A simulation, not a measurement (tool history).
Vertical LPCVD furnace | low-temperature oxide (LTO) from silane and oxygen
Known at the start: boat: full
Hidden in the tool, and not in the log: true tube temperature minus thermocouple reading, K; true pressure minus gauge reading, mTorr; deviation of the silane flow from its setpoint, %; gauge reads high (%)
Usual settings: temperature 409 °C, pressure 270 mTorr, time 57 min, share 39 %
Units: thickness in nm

run   hour  temperature  pressure  time  share  wafers since the last listed run  hours since the last temperature calibration  hours since the pressure gauge was zeroed  hours since the silane flow controller was replaced  hours since the gauge calibration  read-back reference wafer on the same gauge, thickness  thickness
  1      0          403       255    57     39                                 0                                        3731.8                                     1831.2                                               6638.8                               60.5                                                  678.98     546.82
  2     13          409       270    57     45                               221                                        3744.8                                     1844.2                                               6651.8                               73.5                                                  678.78     722.65
  3   33.4          409       270    57     45                               347                                        3765.2                                     1864.6                                               6672.2                               93.9                                                  678.63     724.59
  4   47.4          409       270    57     45                               238                                        3779.2                                     1878.6                                               6686.2                              107.9                                                  678.86     724.39
  5   56.3          409       270    57     39                               151                                        3788.1                                     1887.5                                               6695.1                              116.8                                                  679.41     618.03
  6   70.9          409       270    57     39                               248                                        3802.7                                     1902.1                                               6709.7                              131.4                                                  678.83     619.25
  7   89.8          409       270    57     39                               322                                        3821.6                                       1921                                               6728.6                              150.3                                                  678.86     618.12
  8  105.5          409       270    57     39                               267                                        3837.3                                     1936.7                                               6744.3                                166                                                  678.86     616.41
  9  118.1          409       270    57     39                               214                                        3849.9                                     1949.3                                               6756.9                              178.6                                                  678.89     617.97
 10    126          399       305    43     47                               134                                        3857.8                                     1957.2                                               6764.8                              186.5                                                  678.68     583.71
     150.2  -- pressure gauge zeroed
     163.5  -- silane flow controller replaced
 11    164          402       270    57     39                                12                                        3895.8                                       13.8                                                  0.5                              224.5                                                  679.32     598.84
 12  168.9          409       270    57     39                                83                                        3900.7                                       18.7                                                  5.4                              229.4                                                  679.19     645.49
     184.6  -- gauge calibrated
       211  -- thermocouples replaced and temperature profile calibrated
 13  211.5          403       270    57     39                               316                                           0.5                                       61.3                                                   48                               26.9                                                  678.78     604.98
 14  216.4          409       270    43     36                                83                                           5.4                                       66.2                                                 52.9                               31.8                                                  678.53     440.76
 15    233          409       270    57     44                               282                                            22                                       82.8                                                 69.5                               48.4                                                  679.09     736.25
 16  247.8          409       270    57     39                               252                                          36.8                                       97.6                                                 84.3                               63.2                                                  678.62     645.09
 17  258.6          409       320    57     39                               184                                          47.6                                      108.4                                                 95.1                                 74                                                   678.8     764.99
 18  269.1          420       270  73.5     43                               178                                          58.1                                      118.9                                                105.6                               84.5                                                  679.45     1034.2

Some steps in thickness between neighbouring runs. How much of each would the tool show without its hidden state too (settings, what came in, random variation), and how much is left for the hidden state, with any gauge scatter that isn't in both results?
Run 10 -> 11: temperature 399 -> 402, pressure 305 -> 270, time 43 -> 57, share 47 -> 39, pressure gauge zeroed, silane flow controller replaced. thickness +15.13 nm: hidden state +22.84, all else -7.71.
Run 14 -> 15: time 43 -> 57, share 36 -> 44. thickness +295.49 nm: hidden state -4.01, all else +299.5.
